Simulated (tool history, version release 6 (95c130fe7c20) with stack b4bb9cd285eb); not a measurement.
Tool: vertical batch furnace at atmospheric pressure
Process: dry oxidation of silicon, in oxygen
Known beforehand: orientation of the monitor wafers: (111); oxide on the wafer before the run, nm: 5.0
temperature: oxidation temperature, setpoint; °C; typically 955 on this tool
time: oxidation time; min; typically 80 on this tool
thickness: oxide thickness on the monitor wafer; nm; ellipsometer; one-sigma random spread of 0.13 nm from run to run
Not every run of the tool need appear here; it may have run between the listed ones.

run	hour	temperature	time	wafers since the last listed run	hours since the last temperature calibration	hours since the boat lift was adjusted	hours since the gauge calibration	read-back reference wafer on the same gauge, thickness	thickness
1	0	955	80	0	518	3660.8	1415.2	45.5	52.59
2	79.8	955	80	813	597.8	3740.6	1495	45.5	52.55
3	125.6	955	59	467	643.6	3786.4	1540.8	45.49	42.96
4	175.3	955	59	506	693.3	3836.1	1590.5	45.48	42.92
5	244.9	955	59	709	762.9	3905.7	1660.1	45.48	43.12
6	296.7	955	90.5	528	814.7	3957.5	1711.9	45.48	57.23
7	364.3	955	80	689	882.3	4025.1	1779.5	45.5	52.67
8	463.4	955	80	1010	981.4	4124.2	1878.6	45.5	52.47
9	534.5	935	80	725	1052.5	4195.3	1949.7	45.49	44.92
10	631.3	955	80	987	1149.3	4292.1	2046.5	45.51	52.91
11	696.6	955	80	665	1214.6	4357.4	2111.8	45.53	52.73
# hour 757.5: gauge calibrated
12	785.4	947	80	905	1303.4	4446.2	27.9	45.51	49.46
13	887.8	947	80	1044	1405.8	4548.6	130.3	45.51	49.62
14	949.6	955	80	630	1467.6	4610.4	192.1	45.5	52.83
15	993.2	955	80	444	1511.2	4654	235.7	45.5	52.74
16	1088	955	80	966	1606	4748.8	330.5	45.5	52.82
# hour 1151: boat lift adjusted
17	1151.5	955	80	402	1669.5	0.5	394	45.49	54.42
18	1203.7	955	80	532	1721.7	52.7	446.2	45.49	54.54
19	1306.3	935	64	1046	1824.3	155.3	548.8	45.48	39.79
20	1364.4	974	93.5	592	1882.4	213.4	606.9	45.5	69.75
21	1456.8	971	67	942	1974.8	305.8	699.3	45.5	54.63
22	1513.2	979	80	575	2031.2	362.2	755.7	45.49	64.94
23	1593.8	955	80	821	2111.8	442.8	836.3	45.49	53.87
# hour 1694.2: thermocouples replaced and temperature profile calibrated
24	1694.7	955	49.5	784	0.5	543.7	937.2	45.48	38.57
25	1718.3	974	94	240	24.1	567.3	960.8	45.48	68.09
26	1772.3	944	119	550	78.1	621.3	1014.8	45.5	63.14
27	1862.1	955	80	915	167.9	711.1	1104.6	45.5	52.98
28	1949.7	955	80	893	255.5	798.7	1192.2	45.5	53.13
29	2048.5	955	80	1007	354.3	897.5	1291	45.49	52.9
30	2138.9	936	69.5	921	444.7	987.9	1381.4	45.49	41.53
31	2228.1	938	97	909	533.9	1077.1	1470.6	45.5	52.82
32	2331.3	946	80	1052	637.1	1180.3	1573.8	45.51	49.53
33	2435.4	935	114	1061	741.2	1284.4	1677.9	45.52	57.41
34	2491.1	943	51.5	567	796.9	1340.1	1733.6	45.49	36.1
35	2529	955	80	386	834.8	1378	1771.5	45.48	53.01
36	2631.9	955	80	1049	937.7	1480.9	1874.4	45.51	53.17
37	2720.9	955	80	907	1026.7	1569.9	1963.4	45.47	53.27
38	2784	955	80	643	1089.8	1633	2026.5	45.52	52.8
39	2865	976	80	825	1170.8	1714	2107.5	45.5	62.68

Each row is a separate what-if for the run after 39, all from the same tool condition, not one after another. Results?
A	2870.9	955	93	60	1176.7	1719.9	2113.4	?	?
B	2870.9	970	112	60	1176.7	1719.9	2113.4	?	?
C	2870.9	948	58.5	60	1176.7	1719.9	2113.4	?	?
D	2870.9	967	40.5	60	1176.7	1719.9	2113.4	?	?

run	read-back reference wafer on the same gauge, thickness	thickness
A	45.51	58.63
B	45.51	74.38
C	45.51	40.74
D	45.51	37.23
Without the tool's hidden state the same runs would have given:
run	thickness
A	59.02
B	74.84
C	41.02
D	37.47
